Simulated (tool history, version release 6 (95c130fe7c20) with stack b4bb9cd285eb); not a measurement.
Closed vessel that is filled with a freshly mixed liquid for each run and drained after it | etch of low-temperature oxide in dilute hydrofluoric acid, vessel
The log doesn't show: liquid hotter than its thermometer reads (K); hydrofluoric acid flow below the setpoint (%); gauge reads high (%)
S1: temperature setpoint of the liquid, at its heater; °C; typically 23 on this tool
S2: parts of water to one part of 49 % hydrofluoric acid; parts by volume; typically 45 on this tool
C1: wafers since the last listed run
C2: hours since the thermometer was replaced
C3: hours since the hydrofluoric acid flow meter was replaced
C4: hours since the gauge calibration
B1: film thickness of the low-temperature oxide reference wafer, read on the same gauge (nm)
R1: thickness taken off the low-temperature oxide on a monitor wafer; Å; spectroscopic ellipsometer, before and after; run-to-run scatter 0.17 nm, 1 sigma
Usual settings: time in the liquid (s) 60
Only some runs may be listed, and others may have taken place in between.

Run 1, hour 0: usual settings but S2 50 parts by volume; C1 0; C2 1386.1; C3 980.1; C4 634.3; B1 140.03. Result: R1 232.4 Å.
Run 2, hour 6.4: usual settings but S2 50 parts by volume; C1 465; C2 1392.5; C3 986.5; C4 640.7; B1 139.94. Result: R1 231.5 Å.
Run 3, hour 23.4: usual settings; C1 1235; C2 1409.5; C3 1003.5; C4 657.7; B1 140. Result: R1 257.2 Å.
Run 4, hour 44: usual settings; C1 1496; C2 1430.1; C3 1024.1; C4 678.3; B1 139.97. Result: R1 261.8 Å.
Run 5, hour 52.6: usual settings; C1 624; C2 1438.7; C3 1032.7; C4 686.9; B1 139.99. Result: R1 258.2 Å.
At hour 59.2: gauge calibrated.
Run 6, hour 62.8: usual settings; C1 741; C2 1448.9; C3 1042.9; C4 3.6; B1 140.02. Result: R1 257.7 Å.
Run 7, hour 72.4: usual settings; C1 697; C2 1458.5; C3 1052.5; C4 13.2; B1 139.95. Result: R1 260.7 Å.
Run 8, hour 87.8: usual settings but S1 21.5 °C, S2 25 parts by volume, time in the liquid (s) 30; C1 1119; C2 1473.9; C3 1067.9; C4 28.6; B1 140.02. Result: R1 226.2 Å.
Run 9, hour 103.8: usual settings but S2 25 parts by volume; C1 1162; C2 1489.9; C3 1083.9; C4 44.6; B1 140.01. Result: R1 481.9 Å.
Run 10, hour 114.3: usual settings but time in the liquid (s) 75; C1 763; C2 1500.4; C3 1094.4; C4 55.1; B1 140.03. Result: R1 327.7 Å.
Run 11, hour 122.3: usual settings but S1 20 °C, S2 40 parts by volume, time in the liquid (s) 45; C1 581; C2 1508.4; C3 1102.4; C4 63.1; B1 140.01. Result: R1 193.2 Å.
Run 12, hour 132.2: usual settings but S2 55 parts by volume; C1 719; C2 1518.3; C3 1112.3; C4 73; B1 140.01. Result: R1 208.3 Å.
Run 13, hour 143.1: usual settings but S1 18.5 °C, S2 35 parts by volume, time in the liquid (s) 90; C1 792; C2 1529.2; C3 1123.2; C4 83.9; B1 140. Result: R1 415.3 Å.
At hour 156.9: hydrofluoric acid flow meter replaced.
Run 14, hour 157.6: usual settings but time in the liquid (s) 70; C1 981; C2 1543.7; C3 0.7; C4 98.4; B1 139.99. Result: R1 302.6 Å.
Run 15, hour 164.6: usual settings but S1 21.5 °C, time in the liquid (s) 90; C1 508; C2 1550.7; C3 7.7; C4 105.4; B1 139.97. Result: R1 367.4 Å.
Run 16, hour 170.8: usual settings but S1 20.5 °C, time in the liquid (s) 80; C1 450; C2 1556.9; C3 13.9; C4 111.6; B1 140. Result: R1 312.5 Å.
At hour 176.8: thermometer replaced.
Run 17, hour 177.3: usual settings but S1 21.5 °C, time in the liquid (s) 30; C1 399; C2 0.5; C3 20.4; C4 118.1; B1 140. Result: R1 123.3 Å.
Run 18, hour 187.6: usual settings but S1 20.5 °C, S2 60 parts by volume, time in the liquid (s) 90; C1 748; C2 10.8; C3 30.7; C4 128.4; B1 140. Result: R1 254.6 Å.
Run 19, hour 194: usual settings but S1 25.5 °C, S2 65 parts by volume, time in the liquid (s) 35; C1 465; C2 17.2; C3 37.1; C4 134.8; B1 140.01. Result: R1 113.9 Å.
Run 20, hour 204.5: usual settings; C1 763; C2 27.7; C3 47.6; C4 145.3; B1 140.01. Result: R1 258.5 Å.
Run 21, hour 222.4: usual settings but S1 26.5 °C, time in the liquid (s) 35; C1 1300; C2 45.6; C3 65.5; C4 163.2; B1 139.98. Result: R1 175 Å.
Run 22, hour 237: usual settings but S2 40 parts by volume, time in the liquid (s) 70; C1 1060; C2 60.2; C3 80.1; C4 177.8; B1 140.04. Result: R1 341.3 Å.
Run 23, hour 248.8: usual settings; C1 857; C2 72; C3 91.9; C4 189.6; B1 140. Result: R1 259.1 Å.
Run 24, hour 263.1: usual settings but S2 35 parts by volume, time in the liquid (s) 30; C1 1039; C2 86.3; C3 106.2; C4 203.9; B1 140.05. Result: R1 169.4 Å.
Run 25, hour 274.5: usual settings; C1 828; C2 97.7; C3 117.6; C4 215.3; B1 139.99. Result: R1 261.6 Å.
Run 26, hour 282.5: usual settings; C1 581; C2 105.7; C3 125.6; C4 223.3; B1 140.03. Result: R1 257.8 Å.
Run 27, hour 315.4: usual settings but S1 20 °C, S2 55 parts by volume, time in the liquid (s) 35; C1 2390; C2 138.6; C3 158.5; C4 256.2; B1 140.02. Result: R1 109.1 Å.
Run 28, hour 332.7: usual settings but S1 25.5 °C, S2 35 parts by volume; C1 1257; C2 155.9; C3 175.8; C4 273.5; B1 139.97. Result: R1 376 Å.
Run 29, hour 346.3: usual settings but S2 40 parts by volume, time in the liquid (s) 45; C1 988; C2 169.5; C3 189.4; C4 287.1; B1 140.05. Result: R1 220.6 Å.
Run 30, hour 359.2: usual settings but S1 19 °C; C1 937; C2 182.4; C3 202.3; C4 300; B1 140. Result: R1 219.4 Å.
Run 31, hour 371.6: usual settings but S1 21.5 °C, time in the liquid (s) 90; C1 901; C2 194.8; C3 214.7; C4 312.4; B1 139.96. Result: R1 361.4 Å.
Run 32, hour 377.9: usual settings; C1 457; C2 201.1; C3 221; C4 318.7; B1 139.99. Result: R1 260.2 Å.

What if the next run were any one of these 5? Each begins from the tool's condition after run 32:
Run A, hour 378.6: usual settings but time in the liquid (s) 80; C1 50; C2 201.8; C3 221.7; C4 319.4; B1 ?. Result: R1 ?.
Run B, hour 378.6: usual settings but S1 26.5 °C; C1 50; C2 201.8; C3 221.7; C4 319.4; B1 ?. Result: R1 ?.
Run C, hour 378.6: usual settings but S2 30 parts by volume, time in the liquid (s) 30; C1 50; C2 201.8; C3 221.7; C4 319.4; B1 ?. Result: R1 ?.
Run D, hour 378.6: usual settings but S1 21 °C, time in the liquid (s) 75; C1 50; C2 201.8; C3 221.7; C4 319.4; B1 ?. Result: R1 ?.
Run E, hour 378.6: usual settings but time in the liquid (s) 40; C1 50; C2 201.8; C3 221.7; C4 319.4; B1 ?. Result: R1 ?.

run      B1     R1
  A  139.99  346.3
  B  139.99  299.9
  C  139.99  198.7
  D  139.99  298.5
  E  139.99  173.2
With the hidden condition removed and each run's random variation left untouched, the same runs would have given:
run     R1
  A  346.3
  B  299.9
  C  198.7
  D  298.5
  E  173.2
